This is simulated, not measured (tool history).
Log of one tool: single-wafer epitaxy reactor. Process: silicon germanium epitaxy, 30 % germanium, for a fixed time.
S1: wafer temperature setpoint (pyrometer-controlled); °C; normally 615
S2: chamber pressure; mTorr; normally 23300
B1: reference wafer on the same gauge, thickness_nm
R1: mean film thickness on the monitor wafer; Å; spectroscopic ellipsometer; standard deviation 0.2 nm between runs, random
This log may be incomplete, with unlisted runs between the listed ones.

{"run": 1, "day": 0.0, "S1": 608, "S2": 23300, "B1": 90.233, "R1": 825.59}
{"run": 2, "day": 0.738, "S1": 608, "S2": 23300, "B1": 90.283, "R1": 828.52}
{"day": 0.842, "done": "gauge calibrated"}
{"run": 3, "day": 1.071, "S1": 606, "S2": 23300, "B1": 90.349, "R1": 795.91}
{"run": 4, "day": 1.538, "S1": 615, "S2": 23300, "B1": 90.351, "R1": 934.9}
{"run": 5, "day": 2.258, "S1": 615, "S2": 23300, "B1": 90.31, "R1": 937.96}
{"run": 6, "day": 2.733, "S1": 615, "S2": 23300, "B1": 90.26, "R1": 938.23}
{"run": 7, "day": 3.417, "S1": 615, "S2": 23300, "B1": 90.314, "R1": 939.0}
{"run": 8, "day": 3.942, "S1": 615, "S2": 23300, "B1": 90.335, "R1": 938.72}
{"day": 4.746, "done": "showerhead replaced"}
{"day": 4.979, "done": "capacitance manometer re-zeroed and calibrated"}
{"run": 9, "day": 5.0, "S1": 615, "S2": 23300, "B1": 90.315, "R1": 940.55}
{"run": 10, "day": 5.017, "S1": 615, "S2": 23300, "B1": 90.307, "R1": 936.44}
{"run": 11, "day": 5.412, "S1": 615, "S2": 23300, "B1": 90.313, "R1": 941.01}
{"day": 5.792, "done": "pyrometer calibrated"}
{"run": 12, "day": 5.954, "S1": 615, "S2": 23300, "B1": 90.248, "R1": 828.11}
{"run": 13, "day": 6.229, "S1": 615, "S2": 23300, "B1": 90.324, "R1": 827.39}
{"run": 14, "day": 6.638, "S1": 615, "S2": 27800, "B1": 90.268, "R1": 885.29}
{"run": 15, "day": 7.246, "S1": 615, "S2": 23300, "B1": 90.318, "R1": 825.9}
{"run": 16, "day": 7.758, "S1": 624, "S2": 20300, "B1": 90.372, "R1": 921.96}
{"run": 17, "day": 8.05, "S1": 615, "S2": 23300, "B1": 90.316, "R1": 829.25}
{"run": 18, "day": 8.617, "S1": 604, "S2": 27200, "B1": 90.249, "R1": 718.27}
{"day": 8.95, "done": "gauge calibrated"}
{"run": 19, "day": 9.504, "S1": 615, "S2": 23300, "B1": 90.315, "R1": 833.69}
{"run": 20, "day": 9.917, "S1": 629, "S2": 17900, "B1": 90.321, "R1": 964.85}

What does the tool deliver on the next run?
{"run": 21, "day": 10.446, "S1": 610, "S2": 26800, "B1": "?", "R1": "?"}

{"run 21": {"B1": 90.317, "R1": 805.63}}
If the tool had no hidden condition, the same run with the same run-to-run variation would have returned R1 800.89 Å.

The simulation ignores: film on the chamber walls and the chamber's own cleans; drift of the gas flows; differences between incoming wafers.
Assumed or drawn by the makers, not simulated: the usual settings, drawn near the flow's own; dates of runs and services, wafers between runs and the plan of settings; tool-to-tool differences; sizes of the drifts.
